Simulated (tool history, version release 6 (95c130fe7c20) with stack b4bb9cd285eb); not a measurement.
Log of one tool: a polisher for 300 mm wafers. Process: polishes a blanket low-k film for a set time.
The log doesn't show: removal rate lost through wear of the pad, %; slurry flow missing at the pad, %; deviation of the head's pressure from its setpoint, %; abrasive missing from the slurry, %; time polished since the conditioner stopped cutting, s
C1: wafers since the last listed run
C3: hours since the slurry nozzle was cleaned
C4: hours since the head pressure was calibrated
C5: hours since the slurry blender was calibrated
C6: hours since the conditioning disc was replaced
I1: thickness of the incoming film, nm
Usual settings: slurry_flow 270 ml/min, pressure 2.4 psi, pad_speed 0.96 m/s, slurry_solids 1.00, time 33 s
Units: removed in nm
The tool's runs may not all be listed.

Run 1, hour 0.0: usual settings; C1 0; wafers polished on this pad 1449; C3 40.9; C4 280.0; C5 281.4; C6 129.8; I1 454.8. Result: removed 17.8 nm.
Run 2, hour 56.2: usual settings; C1 513; wafers polished on this pad 1962; C3 97.1; C4 336.2; C5 337.6; C6 186.0; I1 462.0. Result: removed 17.9 nm.
At hour 62.8: slurry blender recalibrated.
Run 3, hour 124.2: usual settings; C1 602; wafers polished on this pad 2564; C3 165.1; C4 404.2; C5 61.4; C6 254.0; I1 460.3. Result: removed 17.7 nm.
At hour 144.9: head pressure recalibrated.
At hour 180.0: worn pad replaced by a new one.
At hour 200.5: conditioning disc replaced and pad reconditioned.
Run 4, hour 225.3: usual settings but slurry_flow 205 ml/min, time 36 s; C1 849; wafers polished on this pad 395; C3 266.2; C4 80.4; C5 162.5; C6 24.8; I1 459.8. Result: removed 18.4 nm.
At hour 264.3: slurry nozzle cleaned.
Run 5, hour 303.7: usual settings but slurry_flow 205 ml/min, time 36 s; C1 706; wafers polished on this pad 1101; C3 39.4; C4 158.8; C5 240.9; C6 103.2; I1 465.0. Result: removed 18.6 nm.
At hour 346.8: slurry blender recalibrated.
Run 6, hour 368.8: usual settings but slurry_solids 0.90; C1 576; wafers polished on this pad 1677; C3 104.5; C4 223.9; C5 22.0; C6 168.3; I1 461.4. Result: removed 16.1 nm.
At hour 490.2: conditioning disc replaced and pad reconditioned.
At hour 491.3: worn pad replaced by a new one.
Run 7, hour 595.3: usual settings; C1 2039; wafers polished on this pad 949; C3 331.0; C4 450.4; C5 248.5; C6 105.1; I1 462.8. Result: removed 17.6 nm.
At hour 599.4: slurry nozzle cleaned.
At hour 601.2: head pressure recalibrated.
At hour 636.1: slurry blender recalibrated.
Run 8, hour 689.8: usual settings but slurry_flow 340 ml/min, slurry_solids 0.80; C1 818; wafers polished on this pad 1768; C3 90.4; C4 88.6; C5 53.7; C6 199.6; I1 462.2. Result: removed 13.8 nm.
At hour 797.8: worn pad replaced by a new one.
At hour 819.6: conditioning disc replaced and pad reconditioned.
At hour 908.1: slurry nozzle cleaned.
At hour 948.5: slurry blender recalibrated.
Run 9, hour 951.1: usual settings but slurry_flow 210 ml/min, pressure 3.1 psi, pad_speed 1.14 m/s; C1 2303; wafers polished on this pad 1353; C3 43.0; C4 349.9; C5 2.6; C6 131.5; I1 463.3. Result: removed 22.5 nm.
Run 10, hour 995.4: usual settings; C1 404; wafers polished on this pad 1758; C3 87.3; C4 394.2; C5 46.9; C6 175.8; I1 459.3. Result: removed 17.7 nm.
At hour 1018.4: head pressure recalibrated.
At hour 1084.9: conditioning disc replaced and pad reconditioned.
Run 11, hour 1102.2: usual settings but slurry_flow 365 ml/min; C1 938; wafers polished on this pad 2696; C3 194.1; C4 83.8; C5 153.7; C6 17.3; I1 455.9. Result: removed 17.1 nm.
At hour 1114.8: worn pad replaced by a new one.
Run 12, hour 1183.8: usual settings; C1 708; wafers polished on this pad 629; C3 275.7; C4 165.4; C5 235.3; C6 98.9; I1 452.3. Result: removed 17.1 nm.
Run 13, hour 1223.8: usual settings but pad_speed 1.10 m/s, slurry_solids 0.85; C1 365; wafers polished on this pad 994; C3 315.7; C4 205.4; C5 275.3; C6 138.9; I1 463.5. Result: removed 16.5 nm.
At hour 1253.5: slurry blender recalibrated.
Run 14, hour 1260.7: usual settings but pressure 2.2 psi, time 25 s; C1 318; wafers polished on this pad 1313; C3 352.6; C4 242.3; C5 7.2; C6 175.8; I1 457.6. Result: removed 12.6 nm.
At hour 1273.8: slurry nozzle cleaned.
Run 15, hour 1342.0: usual settings but slurry_flow 310 ml/min, pressure 1.9 psi, pad_speed 1.20 m/s, slurry_solids 1.20; C1 733; wafers polished on this pad 2046; C3 68.2; C4 323.6; C5 88.5; C6 257.1; I1 458.8. Result: removed 20.4 nm.
At hour 1421.2: conditioning disc replaced and pad reconditioned.
At hour 1423.6: head pressure recalibrated.
Run 16, hour 1437.5: usual settings but pressure 2.2 psi, time 25 s; C1 835; wafers polished on this pad 2881; C3 163.7; C4 13.9; C5 184.0; C6 16.3; I1 460.3. Result: removed 11.9 nm.
At hour 1457.8: worn pad replaced by a new one.
Run 17, hour 1512.6: usual settings but slurry_flow 340 ml/min, pad_speed 1.28 m/s; C1 649; wafers polished on this pad 500; C3 238.8; C4 89.0; C5 259.1; C6 91.4; I1 459.5. Result: removed 20.5 nm.

4 ways to go on from here, each from the tool as it stands after run 17. What would each give?
Run A, hour 1513.0: usual settings but slurry_flow 335 ml/min; C1 3; wafers polished on this pad 504; C3 239.2; C4 89.4; C5 259.5; C6 91.8; I1 458.0. Result: removed ?.
Run B, hour 1513.0: usual settings but slurry_flow 320 ml/min, pad_speed 0.84 m/s, slurry_solids 1.15, time 41 s; C1 3; wafers polished on this pad 504; C3 239.2; C4 89.4; C5 259.5; C6 91.8; I1 458.0. Result: removed ?.
Run C, hour 1513.0: usual settings but slurry_flow 245 ml/min; C1 3; wafers polished on this pad 504; C3 239.2; C4 89.4; C5 259.5; C6 91.8; I1 458.0. Result: removed ?.
Run D, hour 1513.0: usual settings but pressure 1.9 psi; C1 3; wafers polished on this pad 504; C3 239.2; C4 89.4; C5 259.5; C6 91.8; I1 458.0. Result: removed ?.

run  removed
  A     17.3
  B     21.7
  C     16.8
  D     14.8
Without the tool's hidden state the same runs would have given:
run  removed
  A     16.8
  B     21.2
  C     16.4
  D     14.5
